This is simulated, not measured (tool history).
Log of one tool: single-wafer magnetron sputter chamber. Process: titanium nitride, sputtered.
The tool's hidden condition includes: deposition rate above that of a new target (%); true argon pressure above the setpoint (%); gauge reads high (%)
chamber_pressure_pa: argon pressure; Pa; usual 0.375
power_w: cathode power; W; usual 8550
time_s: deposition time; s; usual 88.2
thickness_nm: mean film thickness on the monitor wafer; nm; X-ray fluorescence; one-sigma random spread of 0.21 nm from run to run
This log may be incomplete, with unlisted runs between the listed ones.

| run | hour | chamber_pressure_pa | power_w | time_s | wafers since the last listed run | wafers on the sputter target | hours since the last manometer calibration | hours since the magnet pack was replaced | hours since the gauge calibration | read-back reference wafer on the same gauge, thickness_nm | thickness_nm |
|---|---|---|---|---|---|---|---|---|---|---|---|
| 1 | 0 | 0.375 | 8550 | 99.6 | 0 | 1184 | 2192.2 | 3085.8 | 221.5 | 156.916 | 162.684 |
| 2 | 38.9 | 0.375 | 8550 | 99.6 | 863 | 2048 | 2231.1 | 3124.7 | 260.4 | 156.952 | 162.416 |
| 3 | 71.2 | 0.375 | 8550 | 99.6 | 717 | 2765 | 2263.4 | 3157 | 292.7 | 157.044 | 162.448 |
| 4 | 105.1 | 0.375 | 8550 | 88.2 | 752 | 3517 | 2297.3 | 3190.9 | 326.6 | 157.101 | 143.545 |
| 5 | 143 | 0.375 | 8550 | 79.7 | 841 | 4358 | 2335.2 | 3228.8 | 364.5 | 157.074 | 129.712 |
| 6 | 183.2 | 0.375 | 8550 | 79.7 | 892 | 5251 | 2375.4 | 3269 | 404.7 | 157.012 | 129.848 |
| 7 | 212 | 0.375 | 8550 | 88.2 | 639 | 5890 | 2404.2 | 3297.8 | 433.5 | 157.023 | 143.402 |
|  | 242.1 | sputter target and shields replaced |
| 8 | 270.7 | 0.375 | 8550 | 88.2 | 1125 | 635 | 2462.9 | 3356.5 | 492.2 | 156.982 | 144.78 |
| 9 | 309.9 | 0.375 | 8550 | 88.2 | 870 | 1506 | 2502.1 | 3395.7 | 531.4 | 156.959 | 143.94 |
|  | 411.8 | capacitance manometer re-zeroed and calibrated |
|  | 517 | sputter target and shields replaced |
| 10 | 517.5 | 0.325 | 9850 | 77.5 | 4253 | 11 | 105.7 | 3603.3 | 739 | 156.943 | 145.338 |
| 11 | 575.8 | 0.375 | 7750 | 93.6 | 1294 | 1305 | 164 | 3661.6 | 797.3 | 157.016 | 136.983 |
| 12 | 640.7 | 0.375 | 8550 | 88.2 | 1440 | 2746 | 228.9 | 3726.5 | 862.2 | 157.008 | 141.811 |

The next listed run, before its measurement:
| 13 | 688.8 | 0.231 | 9200 | 88.2 | 1067 | 3813 | 277 | 3774.6 | 910.3 | ? | ? |

{"run 13": {"read-back reference wafer on the same gauge, thickness_nm": 157.013, "thickness_nm": 157.802}}
If the tool had no hidden condition, the same run with the same run-to-run variation would have returned thickness_nm 158.575 nm.
